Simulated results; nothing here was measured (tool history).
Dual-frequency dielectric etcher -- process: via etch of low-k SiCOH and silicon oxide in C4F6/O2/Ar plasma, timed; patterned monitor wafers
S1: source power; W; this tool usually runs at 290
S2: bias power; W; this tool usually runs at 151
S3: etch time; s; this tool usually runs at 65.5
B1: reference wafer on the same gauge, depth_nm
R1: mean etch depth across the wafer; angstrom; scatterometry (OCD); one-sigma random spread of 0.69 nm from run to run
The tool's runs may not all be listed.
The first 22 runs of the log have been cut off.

Run 23, hour 581: usual settings but S3 76 s; B1 112. Result: R1 1373 angstrom.
Run 24, hour 598.7: usual settings but S2 175 W; B1 112. Result: R1 1241 angstrom.
Run 25, hour 623.9: usual settings but S2 127 W; B1 112.1. Result: R1 1123 angstrom.
Run 26, hour 643.7: usual settings but S1 320 W; B1 111.8. Result: R1 1195 angstrom.
Run 27, hour 705.2: usual settings; B1 112. Result: R1 1188 angstrom.
Run 28, hour 730.9: usual settings; B1 111.9. Result: R1 1179 angstrom.
Run 29, hour 798.2: usual settings but S2 128 W, S3 52.5 s; B1 112.1. Result: R1 899 angstrom.
Run 30, hour 810.2: usual settings but S2 167 W; B1 112. Result: R1 1218 angstrom.
At hour 837: wet clean of the chamber.
Run 31, hour 841.2: usual settings but S1 230 W, S3 53.5 s; B1 111.9. Result: R1 921 angstrom.

3 options for the next run, each taken on its own from the tool as it stands now. Forecast them:
Run A, hour 841.6: usual settings; B1 ?. Result: R1 ?.
Run B, hour 841.6: usual settings but S1 260 W, S2 174 W, S3 75.5 s; B1 ?. Result: R1 ?.
Run C, hour 841.6: usual settings but S1 260 W, S2 127 W, S3 57.5 s; B1 ?. Result: R1 ?.

run   B1    R1
  A  112  1179
  B  112  1379
  C  112   967
With the hidden condition removed and each run's random variation left untouched, the same runs would have given:
run    R1
  A  1179
  B  1379
  C   967
